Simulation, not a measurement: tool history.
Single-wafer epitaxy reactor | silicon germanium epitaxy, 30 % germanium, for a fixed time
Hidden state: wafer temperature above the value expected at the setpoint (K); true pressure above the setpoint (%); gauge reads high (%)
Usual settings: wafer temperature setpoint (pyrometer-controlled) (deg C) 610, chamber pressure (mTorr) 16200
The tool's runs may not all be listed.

run,hour,wafer temperature setpoint (pyrometer-controlled) (deg C),chamber pressure (mTorr),wafers since the last listed run,hours since the last pyrometer calibration,hours since the last manometer calibration,hours since the showerhead was replaced,hours since the gauge calibration,"read-back reference wafer on the same gauge, thickness_nm",mean film thickness on the monitor wafer (angstrom)
1,0,610,16200,0,1166.9,789.2,322.5,2122.3,76.828,672.63
2,251.4,610,16200,3370,1418.3,1040.6,573.9,2373.7,76.729,673.38
3,322.6,610,16200,954,1489.5,1111.8,645.1,2444.9,76.692,673.47
# hour 426.2: capacitance manometer re-zeroed and calibrated
4,426.7,610,16200,1288,1593.6,0.5,749.2,2549,76.766,649.08
5,568.1,610,19000,1896,1735,141.9,890.6,2690.4,76.666,699.06
6,622.6,622,16200,730,1789.5,196.4,945.1,2744.9,76.763,792.92
7,694.9,622,16200,969,1861.8,268.7,1017.4,2817.2,76.893,792.67
8,756.8,610,16200,830,1923.7,330.6,1079.3,2879.1,76.861,661.52
9,861,610,16200,1397,2027.9,434.8,1183.5,2983.3,76.943,660.74
10,924.6,610,16200,852,2091.5,498.4,1247.1,3046.9,76.604,661.16
11,998.6,610,16200,992,2165.5,572.4,1321.1,3120.9,76.654,667.26
# hour 1020.8: gauge calibrated
12,1043.2,610,16200,598,2210.1,617,1365.7,22.4,76.983,663.1
13,1088.1,610,16200,602,2255,661.9,1410.6,67.3,76.773,665.54
14,1188.4,610,16200,1344,2355.3,762.2,1510.9,167.6,76.774,670.58
15,1279.5,610,16200,1221,2446.4,853.3,1602,258.7,76.903,669.71
16,1380.7,610,16200,1356,2547.6,954.5,1703.2,359.9,76.795,664.03
17,1560.1,610,16200,2405,2727,1133.9,1882.6,539.3,76.729,665.18
18,1641.5,604,17400,1091,2808.4,1215.3,1964,620.7,76.831,629.6
# hour 1658: capacitance manometer re-zeroed and calibrated
19,1691.8,622,12800,567,2858.7,33.8,2014.3,671,76.853,733.41
# hour 1746.9: pyrometer calibrated
20,1780.6,622,12700,1083,33.7,122.6,2103.1,759.8,76.868,727.86
21,1864.5,596,12500,1125,117.6,206.5,2187,843.7,76.91,480.6
22,1932,610,16200,905,185.1,274,2254.5,911.2,76.753,662.82
23,2001.8,610,14800,935,254.9,343.8,2324.3,981,76.85,635.9
24,2072.7,601,16200,950,325.8,414.7,2395.2,1051.9,76.712,569.47
# hour 2103.2: showerhead replaced
25,2173.5,610,16200,1244,426.6,515.5,70.3,1152.7,76.745,658.16
26,2276.6,604,14100,1382,529.7,618.6,173.4,1255.8,76.734,581.98
27,2381.6,624,16200,1407,634.7,723.6,278.4,1360.8,76.75,830.78
28,2428.5,604,12500,628,681.6,770.5,325.3,1407.7,76.843,555.31
29,2492.4,604,12200,856,745.5,834.4,389.2,1471.6,76.831,547.29
30,2574.5,605,12700,1100,827.6,916.5,471.3,1553.7,76.762,565.76
31,2647.5,625,12300,978,900.6,989.5,544.3,1626.7,76.852,770.19
32,2738.9,610,16200,1225,992,1080.9,635.7,1718.1,76.843,673.01
33,2801.2,621,20100,835,1054.3,1143.2,698,1780.4,76.585,861.07
# hour 2865.2: capacitance manometer re-zeroed and calibrated
34,2865.7,595,13000,757,1118.8,0.5,762.5,1844.9,76.791,476.7
35,2904.8,595,18100,524,1157.9,39.6,801.6,1884,76.778,537.34
36,2993.4,597,17400,1188,1246.5,128.2,890.2,1972.6,76.713,549.01

Hidden state or all else? Some run-to-run changes of mean film thickness on the monitor wafer (angstrom), split into what the settings, what came in and random variation would give without the hidden state, and what is left for the hidden state (with any gauge scatter that isn't in both results):
Run 3 -> 4: capacitance manometer re-zeroed and calibrated. mean film thickness on the monitor wafer (angstrom) -24.39: hidden state -20.05, all else -4.34.
Run 18 -> 19: wafer temperature setpoint (pyrometer-controlled) (deg C) 604 -> 622, chamber pressure (mTorr) 17400 -> 12800, capacitance manometer re-zeroed and calibrated. mean film thickness on the monitor wafer (angstrom) +103.81: hidden state -17.47, all else +121.28.
Run 26 -> 27: wafer temperature setpoint (pyrometer-controlled) (deg C) 604 -> 624, chamber pressure (mTorr) 14100 -> 16200. mean film thickness on the monitor wafer (angstrom) +248.8: hidden state +5.96, all else +242.84.
Run 27 -> 28: wafer temperature setpoint (pyrometer-controlled) (deg C) 624 -> 604, chamber pressure (mTorr) 16200 -> 12500. mean film thickness on the monitor wafer (angstrom) -275.47: hidden state -4.41, all else -271.06.
Run 33 -> 34: wafer temperature setpoint (pyrometer-controlled) (deg C) 621 -> 595, chamber pressure (mTorr) 20100 -> 13000, capacitance manometer re-zeroed and calibrated. mean film thickness on the monitor wafer (angstrom) -384.37: hidden state -22.03, all else -362.34.
